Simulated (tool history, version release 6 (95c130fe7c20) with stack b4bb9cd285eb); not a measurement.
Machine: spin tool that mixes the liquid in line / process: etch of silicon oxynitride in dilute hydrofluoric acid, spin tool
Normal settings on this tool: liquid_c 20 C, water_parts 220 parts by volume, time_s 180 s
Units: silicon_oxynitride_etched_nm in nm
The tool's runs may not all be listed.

run,hour,liquid_c,water_parts,time_s,"read-back film thickness of the silicon oxynitride reference wafer, read on the same gauge (nm)",silicon_oxynitride_etched_nm
1,0,20,265,180,29.975,0.861
2,85.2,20,220,180,29.982,1.013
3,146.8,20,220,180,30.034,1.039
4,234.4,20,220,180,30.032,1.071
5,317.3,20,220,180,29.993,0.946
6,384.3,20,220,180,29.989,1.031
7,442.6,20,220,180,30.023,1.058
# hour 520: gauge calibrated
8,536.7,20,220,180,30.009,1.032
9,614.7,20,245,180,30.016,0.898
10,708,20,245,180,29.977,0.908
11,807.3,20,245,180,30.043,0.963
12,847,20,220,180,29.959,1.006
# hour 849.7: thermometer replaced
13,937,20,220,180,30.052,1.027
# hour 1140.9: hydrofluoric acid flow meter replaced
14,1242.2,20,265,180,29.994,0.844
15,1346.8,17,260,260,29.98,1.075
16,1389.7,17,290,180,30.058,0.637
# hour 1520.7: gauge calibrated
17,1564.9,17,220,180,29.977,0.908
18,1668.1,20,265,180,29.959,0.827
19,1764,18,305,180,30.012,0.656
20,1809.7,24,140,105,29.993,1.246
21,1913.3,20,220,180,30.024,1.024
22,1950,23.5,220,180,30.027,1.168
23,1998.1,22,110,180,29.988,2.583
24,2103.9,22,130,265,30.007,2.987

What was the tool's hidden state at every run in the log?
liquid colder than its thermometer reads (K): 0 at every run
hydrofluoric acid flow above the setpoint (%): 0 at every run
gauge reads high (%): 0 at every run
